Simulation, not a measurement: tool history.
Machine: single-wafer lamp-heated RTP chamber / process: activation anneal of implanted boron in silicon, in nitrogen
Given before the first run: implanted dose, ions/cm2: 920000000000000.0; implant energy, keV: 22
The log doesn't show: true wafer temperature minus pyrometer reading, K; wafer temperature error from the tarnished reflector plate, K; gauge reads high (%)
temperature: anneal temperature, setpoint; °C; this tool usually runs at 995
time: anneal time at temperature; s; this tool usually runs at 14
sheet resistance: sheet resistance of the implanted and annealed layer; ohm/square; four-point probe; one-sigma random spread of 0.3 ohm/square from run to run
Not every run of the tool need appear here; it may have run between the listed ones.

run   hour  temperature  time  wafers since the last listed run  wafers since the last pyrometer calibration  wafers since the reflector plate was cleaned  hours since the gauge calibration  read-back reference wafer on the same gauge, sheet resistance  sheet resistance
  1      0          995    14                                 0                                         3312                                           894                              178.9                                                         142.09             129.7
  2    6.7          995    14                               103                                         3415                                           997                              185.6                                                          142.1            129.47
  3   58.1         1003    14                               790                                         4205                                          1787                                237                                                         141.99            128.18
  4   67.5         1002    14                               144                                         4350                                          1932                              246.4                                                         142.01            127.78
  5   85.4         1014    14                               275                                         4625                                          2207                              264.3                                                         141.93            126.63
  6   96.1         1014    14                               164                                         4790                                          2372                                275                                                         142.05            126.67
     103.2  -- gauge calibrated
  7    112         1014    14                               244                                         5034                                          2616                                8.8                                                            142            127.06
  8  125.8          995    14                               212                                         5247                                          2829                               22.6                                                         142.07            128.55
  9  138.7          995    14                               198                                         5445                                          3027                               35.5                                                            142            128.37
     153.5  -- pyrometer window cleaned and pyrometer calibrated
 10    154          995    11                               112                                            7                                          3139                               50.8                                                         141.87            131.86
 11  157.3          980    14                                50                                           58                                          3190                               54.1                                                         141.97            137.61
 12  174.1         1017    11                               258                                          316                                          3448                               70.9                                                         141.85            126.85
     200.2  -- reflector plate cleaned
 13  200.7          978     8                               286                                          602                                             7                               97.5                                                         142.05            143.92
 14  205.9         1015     7                                79                                          682                                            87                              102.7                                                         142.14            128.21
 15  218.7         1017    22                               196                                          879                                           284                              115.5                                                         141.99            126.65
 16  225.1          995    14                                98                                          977                                           382                              121.9                                                         141.99            131.58
 17    241          995    14                               244                                         1222                                           627                              137.8                                                         142.03            131.02
 18  252.3         1012    20                               173                                         1396                                           801                              149.1                                                            142            126.98

Run-by-run hidden state of the tool:
gauge reads high (%): 0 at every run
H1: true wafer temperature minus pyrometer reading, K
H2: wafer temperature error from the tarnished reflector plate, K
run     H1     H2
  1   11.3    2.5
  2   11.4    2.7
  3   12.1   4.17
  4   12.2   4.44
  5   12.3   4.95
  6   12.4   5.26
  7   12.5   5.72
  8   12.6   6.11
  9   12.7   6.48
 10  0.703   6.92
 11   1.03   7.02
 12   2.59    7.5
 13   4.65  0.632
 14   5.01  0.781
 15   5.82   1.15
 16    6.2   1.33
 17   7.05   1.79
 18    7.6   2.11
